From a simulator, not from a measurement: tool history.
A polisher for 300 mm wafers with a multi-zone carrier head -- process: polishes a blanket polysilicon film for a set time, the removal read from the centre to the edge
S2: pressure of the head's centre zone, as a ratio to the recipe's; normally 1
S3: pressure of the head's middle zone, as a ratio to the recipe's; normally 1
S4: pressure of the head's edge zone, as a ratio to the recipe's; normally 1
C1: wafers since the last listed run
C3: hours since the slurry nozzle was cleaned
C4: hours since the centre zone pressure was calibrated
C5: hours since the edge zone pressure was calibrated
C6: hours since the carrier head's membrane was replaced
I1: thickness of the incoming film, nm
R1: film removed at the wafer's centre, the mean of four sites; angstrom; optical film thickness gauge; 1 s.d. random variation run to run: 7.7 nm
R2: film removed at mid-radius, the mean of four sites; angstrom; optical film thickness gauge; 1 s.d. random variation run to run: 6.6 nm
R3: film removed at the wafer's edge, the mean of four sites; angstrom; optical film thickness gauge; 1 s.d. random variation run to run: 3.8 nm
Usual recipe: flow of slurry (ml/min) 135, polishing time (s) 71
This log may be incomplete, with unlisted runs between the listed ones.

run 1 day=0 | flow_of_slurry_(ml/min)=135 S2=1 S3=1 S4=1 polishing_time_(s)=71 | C1=0 wafers_polished_on_this_pad=373 C3=257.7 C4=415 C5=326.6 C6=0.5 | I1=2152 | R1=5768 R2=5857 R3=5860
run 2 day=2.717 | flow_of_slurry_(ml/min)=135 S2=1.04 S3=1 S4=1 polishing_time_(s)=63 | C1=439 wafers_polished_on_this_pad=813 C3=322.9 C4=480.2 C5=391.8 C6=65.7 | I1=2162.7 | R1=5293 R2=5213 R3=5195
run 3 day=4.992 | flow_of_slurry_(ml/min)=135 S2=1.09 S3=1 S4=1 polishing_time_(s)=71 | C1=367 wafers_polished_on_this_pad=1180 C3=377.5 C4=534.8 C5=446.4 C6=120.3 | I1=2170.2 | R1=6295 R2=5883 R3=5823
run 4 day=8.083 | flow_of_slurry_(ml/min)=135 S2=1 S3=1 S4=1 polishing_time_(s)=55 | C1=499 wafers_polished_on_this_pad=1680 C3=451.7 C4=609 C5=520.6 C6=194.5 | I1=2181.3 | R1=4419 R2=4574 R3=4490
run 5 day=12.146 | flow_of_slurry_(ml/min)=165 S2=1 S3=1 S4=1 polishing_time_(s)=48 | C1=657 wafers_polished_on_this_pad=2337 C3=549.2 C4=706.5 C5=618.1 C6=292 | I1=2201.7 | R1=4098 R2=4110 R3=4082
run 6 day=14.225 | flow_of_slurry_(ml/min)=160 S2=1 S3=1 S4=1.09 polishing_time_(s)=71 | C1=336 wafers_polished_on_this_pad=2674 C3=599.1 C4=756.4 C5=668 C6=341.9 | I1=2205.1 | R1=6052 R2=6068 R3=6122
-- day=15.917 slurry nozzle cleaned
run 7 day=16.004 | flow_of_slurry_(ml/min)=135 S2=1 S3=0.91 S4=1 polishing_time_(s)=71 | C1=280 wafers_polished_on_this_pad=2955 C3=2.1 C4=799.1 C5=710.7 C6=384.6 | I1=2162.1 | R1=5645 R2=5375 R3=5893
-- day=17.267 edge zone pressure recalibrated
run 8 day=18.175 | flow_of_slurry_(ml/min)=160 S2=1 S3=1.08 S4=1 polishing_time_(s)=71 | C1=337 wafers_polished_on_this_pad=3292 C3=54.2 C4=851.2 C5=21.8 C6=436.7 | I1=2183.5 | R1=5943 R2=6514 R3=6038
-- day=18.346 centre zone pressure recalibrated
run 9 day=20.088 | flow_of_slurry_(ml/min)=170 S2=1 S3=1 S4=1 polishing_time_(s)=79 | C1=295 wafers_polished_on_this_pad=3588 C3=100.1 C4=41.8 C5=67.7 C6=482.6 | I1=2197.3 | R1=6687 R2=6795 R3=6747
run 10 day=25.842 | flow_of_slurry_(ml/min)=150 S2=1 S3=1 S4=0.89 polishing_time_(s)=71 | C1=930 wafers_polished_on_this_pad=4519 C3=238.2 C4=179.9 C5=205.8 C6=620.7 | I1=2162.3 | R1=5885 R2=6068 R3=5714
run 11 day=28.05 | flow_of_slurry_(ml/min)=135 S2=1 S3=1 S4=0.91 polishing_time_(s)=82 | C1=357 wafers_polished_on_this_pad=4876 C3=291.2 C4=232.9 C5=258.8 C6=673.7 | I1=2163.8 | R1=6530 R2=6817 R3=6583

The next listed run, before its measurement:
-- day=31.158 worn pad replaced by a new one
run 12 day=35.733 | flow_of_slurry_(ml/min)=105 S2=0.97 S3=1.03 S4=1 polishing_time_(s)=78 | C1=1215 wafers_polished_on_this_pad=740 C3=475.6 C4=417.3 C5=443.2 C6=858.1 | I1=2194 | R1=? R2=? R3=?

R1: 5846 angstrom
R2: 6297 angstrom
R3: 6119 angstrom
On a tool with no hidden condition, and with the same random variation, this run would have come out at R1 5846 angstrom, R2 6297 angstrom, R3 6119 angstrom.

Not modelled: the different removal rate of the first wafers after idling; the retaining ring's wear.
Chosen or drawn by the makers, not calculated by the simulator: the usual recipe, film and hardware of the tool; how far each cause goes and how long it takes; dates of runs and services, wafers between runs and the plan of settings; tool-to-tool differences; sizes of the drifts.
